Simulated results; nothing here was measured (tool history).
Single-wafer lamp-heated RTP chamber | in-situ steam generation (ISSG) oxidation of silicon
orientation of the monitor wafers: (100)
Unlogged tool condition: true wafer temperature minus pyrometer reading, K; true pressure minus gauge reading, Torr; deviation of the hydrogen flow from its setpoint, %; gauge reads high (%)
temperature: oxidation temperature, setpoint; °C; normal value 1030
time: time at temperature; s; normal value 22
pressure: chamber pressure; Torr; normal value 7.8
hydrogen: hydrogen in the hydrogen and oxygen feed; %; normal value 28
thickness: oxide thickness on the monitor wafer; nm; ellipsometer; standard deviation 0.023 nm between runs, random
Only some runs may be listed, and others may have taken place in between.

| run | hour | temperature | time | pressure | hydrogen | wafers since the last listed run | wafers since the last pyrometer calibration | hours since the pressure gauge was zeroed | hours since the hydrogen flow controller was replaced | hours since the gauge calibration | read-back reference wafer on the same gauge, thickness | thickness |
|---|---|---|---|---|---|---|---|---|---|---|---|---|
| 1 | 0 | 1016 | 22 | 7.8 | 28 | 0 | 4317 | 4705.8 | 6208.2 | 197.5 | 6.431 | 6.267 |
| 2 | 8.9 | 1016 | 22 | 7.8 | 28 | 104 | 4422 | 4714.7 | 6217.1 | 206.4 | 6.423 | 6.294 |
| 3 | 21.2 | 1030 | 22 | 8.4 | 21 | 144 | 4567 | 4727 | 6229.4 | 218.7 | 6.431 | 6.291 |
| 4 | 37.5 | 1030 | 22 | 8.4 | 21 | 192 | 4759 | 4743.3 | 6245.7 | 235 | 6.429 | 6.288 |
| 5 | 48.8 | 1030 | 22 | 8.4 | 21 | 133 | 4892 | 4754.6 | 6257 | 246.3 | 6.429 | 6.285 |
| 6 | 54.9 | 1030 | 22 | 7.8 | 30 | 71 | 4964 | 4760.7 | 6263.1 | 252.4 | 6.429 | 6.893 |
| 7 | 65.9 | 1030 | 22 | 7.8 | 30 | 129 | 5094 | 4771.7 | 6274.1 | 263.4 | 6.432 | 6.883 |
| 8 | 73.4 | 1041 | 22 | 7.8 | 32 | 88 | 5182 | 4779.2 | 6281.6 | 270.9 | 6.428 | 7.394 |
| 9 | 90.6 | 1041 | 22 | 7.8 | 32 | 202 | 5385 | 4796.4 | 6298.8 | 288.1 | 6.428 | 7.461 |
| 10 | 102.2 | 1041 | 22 | 7.8 | 32 | 136 | 5521 | 4808 | 6310.4 | 299.7 | 6.428 | 7.426 |
| 11 | 109.3 | 1030 | 22 | 7.8 | 28 | 83 | 5605 | 4815.1 | 6317.5 | 306.8 | 6.426 | 6.83 |
| 12 | 117.6 | 1030 | 22 | 7.8 | 28 | 97 | 5703 | 4823.4 | 6325.8 | 315.1 | 6.433 | 6.747 |
| 13 | 130 | 1030 | 22 | 7.8 | 28 | 146 | 5849 | 4835.8 | 6338.2 | 327.5 | 6.43 | 6.818 |
| 14 | 146 | 1030 | 22 | 7.8 | 28 | 188 | 6038 | 4851.8 | 6354.2 | 343.5 | 6.429 | 6.816 |
|  | 159.6 | gauge calibrated |
|  | 165.6 | hydrogen flow controller replaced |
| 15 | 189.5 | 1030 | 22 | 7.8 | 28 | 418 | 6456 | 4895.3 | 23.9 | 29.9 | 6.432 | 6.858 |
| 16 | 206.9 | 1030 | 22 | 7.2 | 32 | 205 | 6661 | 4912.7 | 41.3 | 47.3 | 6.432 | 7.102 |
| 17 | 222.1 | 1030 | 22 | 7 | 28 | 179 | 6840 | 4927.9 | 56.5 | 62.5 | 6.431 | 6.855 |
|  | 237.5 | pressure gauge zeroed |
| 18 | 238 | 1038 | 22 | 7.8 | 32 | 93 | 6933 | 0.5 | 72.4 | 78.4 | 6.432 | 7.41 |
| 19 | 246.2 | 1030 | 22 | 7.8 | 28 | 96 | 7030 | 8.7 | 80.6 | 86.6 | 6.428 | 6.864 |
| 20 | 253.3 | 1030 | 16 | 6.9 | 25 | 83 | 7113 | 15.8 | 87.7 | 93.7 | 6.424 | 5.678 |
|  | 263.3 | pyrometer window cleaned and pyrometer calibrated |
| 21 | 268.7 | 1030 | 13 | 7.2 | 23 | 87 | 63 | 31.2 | 103.1 | 109.1 | 6.428 | 4.859 |
| 22 | 277.2 | 1042 | 14 | 7.8 | 28 | 100 | 163 | 39.7 | 111.6 | 117.6 | 6.432 | 5.621 |
| 23 | 289.5 | 1030 | 22 | 7.8 | 28 | 144 | 308 | 52 | 123.9 | 129.9 | 6.431 | 6.585 |
| 24 | 301.7 | 1021 | 22 | 9.1 | 28 | 143 | 452 | 64.2 | 136.1 | 142.1 | 6.429 | 6.217 |
| 25 | 317 | 1016 | 28 | 7.8 | 28 | 180 | 632 | 79.5 | 151.4 | 157.4 | 6.433 | 6.946 |
| 26 | 328 | 1030 | 22 | 7.8 | 28 | 129 | 762 | 90.5 | 162.4 | 168.4 | 6.433 | 6.584 |
| 27 | 342.1 | 1030 | 26 | 7.8 | 21 | 166 | 928 | 104.6 | 176.5 | 182.5 | 6.429 | 6.716 |
| 28 | 349.4 | 1019 | 24 | 8.4 | 25 | 86 | 1014 | 111.9 | 183.8 | 189.8 | 6.428 | 6.341 |

Branching from run 28: 5 alternative next runs. What would each branch give?
| A | 349.8 | 1030 | 22 | 7.8 | 28 | 4 | 1019 | 112.3 | 184.2 | 190.2 | ? | ? |
| B | 349.8 | 1030 | 19 | 9.1 | 28 | 4 | 1019 | 112.3 | 184.2 | 190.2 | ? | ? |
| C | 349.8 | 1030 | 17 | 7.8 | 19 | 4 | 1019 | 112.3 | 184.2 | 190.2 | ? | ? |
| D | 349.8 | 1012 | 19 | 7.8 | 22 | 4 | 1019 | 112.3 | 184.2 | 190.2 | ? | ? |
| E | 349.8 | 1030 | 29 | 8.9 | 28 | 4 | 1019 | 112.3 | 184.2 | 190.2 | ? | ? |

| run | read-back reference wafer on the same gauge, thickness | thickness |
|---|---|---|
| A | 6.435 | 6.663 |
| B | 6.435 | 6.111 |
| C | 6.435 | 5.326 |
| D | 6.435 | 5.361 |
| E | 6.435 | 7.59 |
Without the tool's hidden state the same runs would have given:
| run | thickness |
|---|---|
| A | 6.562 |
| B | 6.022 |
| C | 5.25 |
| D | 5.291 |
| E | 7.469 |
